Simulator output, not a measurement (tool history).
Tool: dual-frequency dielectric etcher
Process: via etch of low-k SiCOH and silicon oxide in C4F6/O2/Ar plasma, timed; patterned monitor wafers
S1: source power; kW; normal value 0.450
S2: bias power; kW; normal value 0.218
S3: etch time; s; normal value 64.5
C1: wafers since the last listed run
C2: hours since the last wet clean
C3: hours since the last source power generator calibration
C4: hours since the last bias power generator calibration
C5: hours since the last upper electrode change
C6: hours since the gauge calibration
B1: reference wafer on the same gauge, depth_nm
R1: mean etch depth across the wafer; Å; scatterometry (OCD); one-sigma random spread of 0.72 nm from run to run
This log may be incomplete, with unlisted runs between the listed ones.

run     day     S1     S2    S3   C1     C2      C3      C4      C5     C6     B1    R1
  1   0.000  0.450  0.255  64.5    0  169.4  4380.6  3155.3  4344.6  456.5  162.0  2103
      1.646  -- gauge calibrated
  2   2.167  0.450  0.255  64.5  481  221.4  4432.6  3207.3  4396.6   12.5  162.0  2095
  3   4.529  0.450  0.255  64.5  524  278.1  4489.3  3264.0  4453.3   69.2  162.1  2117
  4   7.171  0.450  0.218  78.5  586  341.5  4552.7  3327.4  4516.7  132.6  161.9  2501
  5   8.667  0.450  0.218  78.5  332  377.4  4588.6  3363.3  4552.6  168.5  162.1  2481
     10.888  -- upper electrode replaced
  6  11.479  0.450  0.218  64.5  402  444.9  4656.1  3430.8    14.2  236.0  162.0  2075
     11.821  -- source power generator calibrated
  7  12.512  0.450  0.218  64.5  192  469.7    16.6  3455.6    39.0  260.8  162.3  2076
     14.858  -- wet clean of the chamber
  8  15.479  0.450  0.218  64.5  436   14.9    87.8  3526.8   110.2  332.0  162.0  2030
     17.179  -- gauge calibrated
  9  18.433  0.400  0.218  64.5  656   85.8   158.7  3597.7   181.1   30.1  162.2  1876
 10  20.425  0.390  0.167  64.5  442  133.6   206.5  3645.5   228.9   77.9  161.9  1777
     20.638  -- bias power generator calibrated
 11  21.900  0.370  0.218  81.0  290  169.0   241.9    30.3   264.3  113.3  162.1  2247
 12  24.208  0.360  0.189  46.0  512  224.4   297.3    85.7   319.7  168.7  162.1  1227
 13  26.292  0.450  0.218  78.0  462  274.4   347.3   135.7   369.7  218.7  161.9  2459
 14  28.458  0.450  0.218  64.5  481  326.4   399.3   187.7   421.7  270.7  161.9  2035
 15  30.988  0.450  0.218  82.5  561  387.1   460.0   248.4   482.4  331.4  161.8  2643
 16  33.150  0.450  0.218  64.5  480  439.0   511.9   300.3   534.3  383.3  162.1  2045
     34.012  -- gauge calibrated
 17  34.279  0.450  0.218  77.5  250  466.1   539.0   327.4   561.4    6.4  161.9  2486

3 options for the next run, each taken on its own from the tool as it stands now. Forecast them:
  A  34.296  0.520  0.218  64.5   3  466.5  539.4  327.8  561.8  6.8   ?   ?
  B  34.296  0.400  0.181  55.0   3  466.5  539.4  327.8  561.8  6.8   ?   ?
  C  34.296  0.400  0.218  83.5   3  466.5  539.4  327.8  561.8  6.8   ?   ?

run     B1    R1
  A  162.1  2248
  B  162.1  1581
  C  162.1  2476
Without the tool's unlogged condition, the same runs would have read:
run    R1
  A  2210
  B  1554
  C  2435
